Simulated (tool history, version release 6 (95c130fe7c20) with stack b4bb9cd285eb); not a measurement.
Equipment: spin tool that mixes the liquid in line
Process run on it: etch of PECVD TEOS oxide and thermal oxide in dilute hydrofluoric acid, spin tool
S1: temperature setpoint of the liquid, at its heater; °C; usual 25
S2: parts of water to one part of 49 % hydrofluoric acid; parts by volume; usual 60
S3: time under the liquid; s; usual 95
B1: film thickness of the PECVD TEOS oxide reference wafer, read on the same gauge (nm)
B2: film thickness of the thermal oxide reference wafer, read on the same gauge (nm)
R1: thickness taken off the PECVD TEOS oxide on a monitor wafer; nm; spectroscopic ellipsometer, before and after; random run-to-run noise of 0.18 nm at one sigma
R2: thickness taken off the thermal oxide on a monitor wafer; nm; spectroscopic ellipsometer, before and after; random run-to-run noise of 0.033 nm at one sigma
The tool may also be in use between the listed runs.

run,day,S1,S2,S3,B1,B2,R1,R2
1,0,25,50,95,150.03,79.98,24.23,9.96
2,1.5,25,50,95,149.98,79.98,24.79,9.99
3,2.775,27.5,60,95,149.98,79.99,22.4,9.13
4,3.833,27.5,60,95,150.03,80,22.48,9.06
5,4.542,27.5,60,95,150,80.01,22.51,9.13
6,5.358,25,60,95,149.99,80,20.66,8.31
7,6.425,25,60,95,150.03,80,20.47,8.37
8,7.35,25,60,95,150,79.98,20.68,8.35
9,7.854,25,60,95,150.04,79.98,20.5,8.36
10,8.954,25,60,95,150.01,79.99,20.83,8.48
11,9.529,25,60,95,150,79.99,20.66,8.42
12,10.054,29,60,125,149.94,80.01,31.64,13.01
13,11.167,22,30,70,150.01,80.02,27.97,11.42
14,12.246,28,70,120,149.94,79.99,25.05,10.22
15,13.117,23,60,95,149.98,80.03,19.67,7.8
# day 13.196: hydrofluoric acid flow meter replaced
16,14.367,25,40,115,150.02,80.02,36.35,14.92
# day 14.825: thermometer replaced
# day 15.975: gauge calibrated
17,18.421,27,60,50,150.04,79.96,11.19,4.63
18,19.188,23,85,75,150.05,80.04,9.9,4.04
19,20.062,25,60,95,150.02,79.99,19.87,8.07
20,21.317,25,60,95,150,79.98,19.72,8.11

Run 21, settings as shown, results not yet in. Your forecast:
21,25.067,26.5,60,95,?,?,?,?

Logged for run 21: B1 150.04, B2 80, R1 21.55 nm, R2 8.73 nm.
With the hidden condition absent and the run-to-run variation left alone, this run would have shown R1 20.71 nm, R2 8.39 nm.
